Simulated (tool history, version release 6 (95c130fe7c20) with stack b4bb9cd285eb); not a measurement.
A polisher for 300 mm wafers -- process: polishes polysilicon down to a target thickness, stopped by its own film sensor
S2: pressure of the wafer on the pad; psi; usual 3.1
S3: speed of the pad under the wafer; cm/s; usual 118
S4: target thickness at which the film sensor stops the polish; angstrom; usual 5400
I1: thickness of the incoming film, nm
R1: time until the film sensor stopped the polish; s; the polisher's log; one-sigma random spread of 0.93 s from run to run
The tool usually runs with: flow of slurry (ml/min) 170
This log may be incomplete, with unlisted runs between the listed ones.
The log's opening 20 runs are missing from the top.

Run 21, hour 244.2: usual settings but S2 2.5 psi, S3 142 cm/s, S4 3110 angstrom; I1 1265.9. Result: R1 83.3 s.
Run 22, hour 253.8: usual settings; I1 1255.1. Result: R1 58.7 s.
Run 23, hour 260.2: usual settings; I1 1243.3. Result: R1 57.1 s.
At hour 268.8: head pressure recalibrated.
Run 24, hour 276.3: usual settings but S2 3.7 psi, S3 148 cm/s, S4 4180 angstrom; I1 1247.4. Result: R1 47 s.
Run 25, hour 284.3: usual settings but S3 96 cm/s; I1 1241.4. Result: R1 66.1 s.
At hour 295.1: worn pad replaced by a new one.
Run 26, hour 295.6: usual settings but flow of slurry (ml/min) 185, S4 4110 angstrom; I1 1244.1. Result: R1 65.2 s.
Run 27, hour 310: usual settings but S2 2.6 psi, S3 76 cm/s; I1 1239.2. Result: R1 88.7 s.
Run 28, hour 324.5: usual settings but S2 3.7 psi, S3 144 cm/s, S4 6650 angstrom; I1 1267.3. Result: R1 35.9 s.

The next listed run, before its measurement:
Run 29, hour 339.7: usual settings but S2 3.4 psi; I1 1251. Result: R1 ?.

{"run 29": {"R1": 52.3}}
With no hidden state in the tool, this same run would have given R1 52.3 s.
